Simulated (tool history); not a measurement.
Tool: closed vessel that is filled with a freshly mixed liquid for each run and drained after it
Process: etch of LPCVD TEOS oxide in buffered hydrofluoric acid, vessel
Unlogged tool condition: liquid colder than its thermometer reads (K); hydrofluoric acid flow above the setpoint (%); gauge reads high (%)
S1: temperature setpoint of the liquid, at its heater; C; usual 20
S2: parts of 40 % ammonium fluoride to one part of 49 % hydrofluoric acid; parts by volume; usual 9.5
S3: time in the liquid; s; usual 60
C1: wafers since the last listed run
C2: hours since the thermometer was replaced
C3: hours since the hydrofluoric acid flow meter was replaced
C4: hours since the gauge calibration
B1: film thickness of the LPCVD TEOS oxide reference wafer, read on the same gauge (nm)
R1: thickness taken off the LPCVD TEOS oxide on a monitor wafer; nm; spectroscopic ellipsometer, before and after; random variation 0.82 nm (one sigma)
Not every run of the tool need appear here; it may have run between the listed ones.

run	hour	S1	S2	S3	C1	C2	C3	C4	B1	R1
1	0	20	7.5	60	0	92.6	1081.4	1267.2	49.99	254.72
2	69.7	20	7.5	60	10047	162.3	1151.1	1336.9	50.01	255.08
3	175.9	20	7.5	60	15308	268.5	1257.3	1443.1	50	256.52
4	212.1	20	9.5	60	5218	304.7	1293.5	1479.3	50.02	199.59
5	257.4	20	9.5	60	6530	350	1338.8	1524.6	49.99	199.06
6	331.1	20	9.5	60	10624	423.7	1412.5	1598.3	49.99	196.9
7	393.5	20	12	60	8995	486.1	1474.9	1660.7	50	163.18
8	474.7	20	9.5	60	11705	567.3	1556.1	1741.9	49.99	198.46
9	545.1	20	9.5	60	10148	637.7	1626.5	1812.3	50.03	198.16
# hour 567.5: gauge calibrated
10	595.7	20	9.5	60	7294	688.3	1677.1	28.2	49.99	197.32
11	689	20	9.5	60	13449	781.6	1770.4	121.5	49.99	197.99
12	758	17	7	60	9946	850.6	1839.4	190.5	50.01	227.07
# hour 771.9: hydrofluoric acid flow meter replaced
13	846.7	17	9.5	60	12642	939.3	74.8	279.2	49.99	157.38
14	902.8	22	10.5	35	8086	995.4	130.9	335.3	50	112.27
15	1001.2	22.5	9.5	60	14184	1093.8	229.3	433.7	50.01	215.19
16	1091.8	17	9.5	60	13060	1184.4	319.9	524.3	49.99	156.82
# hour 1134.2: thermometer replaced
17	1154.5	20	9.5	60	8894	20.3	382.6	587	49.99	196.09
18	1225.1	20	9.5	40	10177	90.9	453.2	657.6	50.01	131.22
19	1266.9	17	7.5	60	6025	132.7	495	699.4	50.01	210.83
20	1331.7	17	13	30	9341	197.5	559.8	764.2	50	61.98
21	1391.9	20	13	50	8677	257.7	620	824.4	50	123.1
22	1437.1	20	8	60	6515	302.9	665.2	869.6	50.01	231.83
23	1491.7	17	9.5	75	7870	357.5	719.8	924.2	50.01	205.43
24	1589.2	23	7.5	60	14054	455	817.3	1021.7	49.99	294.4
25	1656.2	20	11.5	60	9658	522	884.3	1088.7	49.99	166.78
26	1751.3	24	8.5	35	13708	617.1	979.4	1183.8	50	157.3
27	1834.8	22	12.5	85	12036	700.6	1062.9	1267.3	50.01	242.57

Hidden state at the last listed run before each entry between runs and at the first one after, where it differs:
After run 9, before run 10: gauge calibrated (hour 567.5)
  liquid colder than its thermometer reads (K): 0.615 -> 0.652; hydrofluoric acid flow above the setpoint (%): 6.97 -> 7.17
  measured minus no-state result, R1: +2.81 -> +2.74 nm
After run 12, before run 13: hydrofluoric acid flow meter replaced (hour 771.9)
  liquid colder than its thermometer reads (K): 0.771 -> 0.836; hydrofluoric acid flow above the setpoint (%): 7.79 -> 0.675
  measured minus no-state result, R1: +4.76 -> -7.06 nm
After run 16, before run 17: thermometer replaced (hour 1134.2)
  liquid colder than its thermometer reads (K): 1.02 -> 0.12; hydrofluoric acid flow above the setpoint (%): 1.62 -> 1.86
  measured minus no-state result, R1: -7.78 -> +0.95 nm
